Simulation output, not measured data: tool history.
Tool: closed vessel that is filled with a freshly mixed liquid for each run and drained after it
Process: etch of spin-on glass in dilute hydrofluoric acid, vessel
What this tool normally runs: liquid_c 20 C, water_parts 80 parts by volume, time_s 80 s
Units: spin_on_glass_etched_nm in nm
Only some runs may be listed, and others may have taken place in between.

run,hour,liquid_c,water_parts,time_s,"read-back film thickness of the spin-on glass reference wafer, read on the same gauge (nm)",spin_on_glass_etched_nm
1,0,20,80,80,115.2,43.77
2,68.7,20,80,80,114.83,43.58
3,113.1,20,80,80,114.67,43.66
4,177.7,20,80,80,114.34,42.95
5,241.6,20,80,80,114.02,42.59
6,289.1,20,80,80,113.81,42.88
7,315.5,20,80,80,113.69,42.48
8,367.9,20,80,80,113.44,43.03
9,436.1,17.5,80,105,113.11,50.02
10,473.3,20,80,35,112.9,18.65
11,526.7,20,80,80,112.67,41.76
# hour 649: gauge calibrated
# hour 654.2: thermometer replaced
12,673.6,20,65,70,119.37,48.44
13,699.1,20,80,80,119.27,44.58
14,727.3,20,70,110,119.1,70.65
15,759.9,20,80,45,118.97,25.35
16,811.9,22.5,80,55,118.71,34.59
17,868.8,18,80,80,118.42,40.6
18,940.5,17,80,80,118.09,38.69
19,992,20,80,80,117.85,44.7
20,1049,20,80,80,117.57,43.56
21,1096.9,20,80,110,117.35,61.93
# hour 1156.8: hydrofluoric acid flow meter replaced
22,1166.2,20,110,40,117.04,15.48
23,1205.3,20,80,80,116.82,43.73
24,1274,18.5,45,110,116.47,106.2
25,1342.4,24,60,55,116.17,48.65
26,1395.4,17,115,30,115.91,9.69
27,1463.1,20,80,80,115.54,42.91
28,1526.6,17.5,80,80,115.28,39.31
29,1594.2,18.5,80,95,114.91,48.79
30,1630.7,23.5,45,80,114.79,92.57
31,1665.4,22.5,80,80,114.63,48.07
32,1695,17,80,30,114.45,14.11
33,1721.6,18.5,80,65,114.35,32.46

Run by run, hidden condition taken away, random variation retained:
Unlogged tool condition in this case: liquid colder than its thermometer reads (K); hydrofluoric acid flow above the setpoint (%); gauge reads high (%).
run,spin_on_glass_etched_nm
1,45.6
2,45.53
3,45.7
4,45.08
5,44.82
6,45.22
7,44.84
8,45.52
9,53.07
10,19.82
11,44.48
12,48.69
13,44.86
14,71.17
15,25.57
16,34.96
17,41.13
18,39.32
19,45.51
20,44.46
21,63.34
22,15.87
23,44.92
24,109.4
25,50.25
26,10.03
27,44.55
28,40.92
29,50.93
30,96.78
31,50.33
32,14.79
33,34.06
